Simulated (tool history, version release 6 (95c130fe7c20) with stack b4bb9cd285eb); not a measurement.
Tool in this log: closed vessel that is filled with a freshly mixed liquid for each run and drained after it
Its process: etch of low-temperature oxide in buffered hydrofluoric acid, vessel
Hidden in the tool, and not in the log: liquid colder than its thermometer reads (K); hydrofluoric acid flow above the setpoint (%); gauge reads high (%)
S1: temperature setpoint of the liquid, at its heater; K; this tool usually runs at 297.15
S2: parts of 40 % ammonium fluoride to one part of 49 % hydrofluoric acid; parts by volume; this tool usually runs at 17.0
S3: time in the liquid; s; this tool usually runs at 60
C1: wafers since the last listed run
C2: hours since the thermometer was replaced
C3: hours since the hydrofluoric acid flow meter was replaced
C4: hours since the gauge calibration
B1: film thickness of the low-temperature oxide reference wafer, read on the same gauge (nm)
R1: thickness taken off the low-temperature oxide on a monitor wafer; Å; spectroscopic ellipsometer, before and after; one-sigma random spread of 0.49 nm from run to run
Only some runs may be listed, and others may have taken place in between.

{"run": 1, "hour": 0.0, "S1": 297.15, "S2": 17.0, "S3": 60, "C1": 0, "C2": 1870.0, "C3": 348.3, "C4": 219.9, "B1": 40.01, "R1": 1142.4}
{"run": 2, "hour": 28.2, "S1": 297.15, "S2": 17.0, "S3": 60, "C1": 2719, "C2": 1898.2, "C3": 376.5, "C4": 248.1, "B1": 39.96, "R1": 1148.5}
{"run": 3, "hour": 48.5, "S1": 297.15, "S2": 17.0, "S3": 60, "C1": 1957, "C2": 1918.5, "C3": 396.8, "C4": 268.4, "B1": 39.98, "R1": 1159.7}
{"run": 4, "hour": 74.3, "S1": 297.15, "S2": 17.0, "S3": 60, "C1": 2488, "C2": 1944.3, "C3": 422.6, "C4": 294.2, "B1": 40.04, "R1": 1150.3}
{"run": 5, "hour": 165.0, "S1": 297.15, "S2": 17.0, "S3": 60, "C1": 8748, "C2": 2035.0, "C3": 513.3, "C4": 384.9, "B1": 40.04, "R1": 1153.0}
{"run": 6, "hour": 197.0, "S1": 297.15, "S2": 17.0, "S3": 60, "C1": 3086, "C2": 2067.0, "C3": 545.3, "C4": 416.9, "B1": 39.99, "R1": 1159.9}
{"run": 7, "hour": 224.4, "S1": 297.15, "S2": 17.0, "S3": 60, "C1": 2642, "C2": 2094.4, "C3": 572.7, "C4": 444.3, "B1": 39.98, "R1": 1158.5}
{"run": 8, "hour": 249.6, "S1": 297.15, "S2": 17.0, "S3": 60, "C1": 2430, "C2": 2119.6, "C3": 597.9, "C4": 469.5, "B1": 39.98, "R1": 1165.5}
{"run": 9, "hour": 274.3, "S1": 297.15, "S2": 17.0, "S3": 60, "C1": 2382, "C2": 2144.3, "C3": 622.6, "C4": 494.2, "B1": 39.98, "R1": 1158.1}
{"hour": 287.9, "done": "thermometer replaced"}
{"run": 10, "hour": 295.5, "S1": 297.15, "S2": 17.0, "S3": 60, "C1": 1948, "C2": 7.6, "C3": 643.8, "C4": 515.4, "B1": 40.02, "R1": 1170.3}
{"run": 11, "hour": 316.3, "S1": 297.15, "S2": 17.0, "S3": 60, "C1": 2006, "C2": 28.4, "C3": 664.6, "C4": 536.2, "B1": 39.99, "R1": 1161.2}
{"run": 12, "hour": 340.6, "S1": 297.15, "S2": 17.0, "S3": 60, "C1": 2343, "C2": 52.7, "C3": 688.9, "C4": 560.5, "B1": 39.97, "R1": 1157.9}
{"run": 13, "hour": 368.2, "S1": 292.65, "S2": 17.0, "S3": 50, "C1": 2662, "C2": 80.3, "C3": 716.5, "C4": 588.1, "B1": 39.99, "R1": 755.6}
{"hour": 373.3, "done": "gauge calibrated"}
{"hour": 378.9, "done": "hydrofluoric acid flow meter replaced"}
{"run": 14, "hour": 402.5, "S1": 298.65, "S2": 15.0, "S3": 80, "C1": 3211, "C2": 114.6, "C3": 23.6, "C4": 29.2, "B1": 40.05, "R1": 1878.2}
{"run": 15, "hour": 437.6, "S1": 297.15, "S2": 14.5, "S3": 80, "C1": 3385, "C2": 149.7, "C3": 58.7, "C4": 64.3, "B1": 40.0, "R1": 1772.2}
{"run": 16, "hour": 460.9, "S1": 297.15, "S2": 17.0, "S3": 60, "C1": 2247, "C2": 173.0, "C3": 82.0, "C4": 87.6, "B1": 39.99, "R1": 1150.1}
{"run": 17, "hour": 477.4, "S1": 297.15, "S2": 23.5, "S3": 60, "C1": 1591, "C2": 189.5, "C3": 98.5, "C4": 104.1, "B1": 40.01, "R1": 871.5}
{"run": 18, "hour": 492.8, "S1": 297.15, "S2": 17.0, "S3": 95, "C1": 1485, "C2": 204.9, "C3": 113.9, "C4": 119.5, "B1": 40.03, "R1": 1809.1}
{"run": 19, "hour": 514.1, "S1": 292.65, "S2": 21.0, "S3": 30, "C1": 2054, "C2": 226.2, "C3": 135.2, "C4": 140.8, "B1": 39.98, "R1": 368.6}
{"run": 20, "hour": 549.1, "S1": 295.15, "S2": 14.0, "S3": 60, "C1": 3375, "C2": 261.2, "C3": 170.2, "C4": 175.8, "B1": 39.99, "R1": 1238.0}
{"run": 21, "hour": 576.0, "S1": 292.65, "S2": 17.0, "S3": 30, "C1": 2594, "C2": 288.1, "C3": 197.1, "C4": 202.7, "B1": 39.96, "R1": 447.3}
{"run": 22, "hour": 596.4, "S1": 297.15, "S2": 17.0, "S3": 60, "C1": 1967, "C2": 308.5, "C3": 217.5, "C4": 223.1, "B1": 39.98, "R1": 1148.4}
{"run": 23, "hour": 614.2, "S1": 297.15, "S2": 17.0, "S3": 60, "C1": 1716, "C2": 326.3, "C3": 235.3, "C4": 240.9, "B1": 40.05, "R1": 1141.6}
{"run": 24, "hour": 647.7, "S1": 297.15, "S2": 17.0, "S3": 60, "C1": 3231, "C2": 359.8, "C3": 268.8, "C4": 274.4, "B1": 39.99, "R1": 1155.0}
{"run": 25, "hour": 662.7, "S1": 297.15, "S2": 11.0, "S3": 60, "C1": 1446, "C2": 374.8, "C3": 283.8, "C4": 289.4, "B1": 39.98, "R1": 1765.0}

4 ways to go on from here, each from the tool as it stands after run 25. What would each give?
{"run": "A", "hour": 663.4, "S1": 297.15, "S2": 17.0, "S3": 60, "C1": 67, "C2": 375.5, "C3": 284.5, "C4": 290.1, "B1": "?", "R1": "?"}
{"run": "B", "hour": 663.4, "S1": 292.65, "S2": 17.0, "S3": 60, "C1": 67, "C2": 375.5, "C3": 284.5, "C4": 290.1, "B1": "?", "R1": "?"}
{"run": "C", "hour": 663.4, "S1": 299.15, "S2": 11.0, "S3": 60, "C1": 67, "C2": 375.5, "C3": 284.5, "C4": 290.1, "B1": "?", "R1": "?"}
{"run": "D", "hour": 663.4, "S1": 297.15, "S2": 17.0, "S3": 40, "C1": 67, "C2": 375.5, "C3": 284.5, "C4": 290.1, "B1": "?", "R1": "?"}

run=A B1=39.99 R1=1151.7
run=B B1=39.99 R1=897.3
run=C B1=39.99 R1=1966.6
run=D B1=39.99 R1=767.8
With the hidden condition removed and each run's random variation left untouched, the same runs would have given:
run=A R1=1141.7
run=B R1=889.5
run=C R1=1949.7
run=D R1=761.1
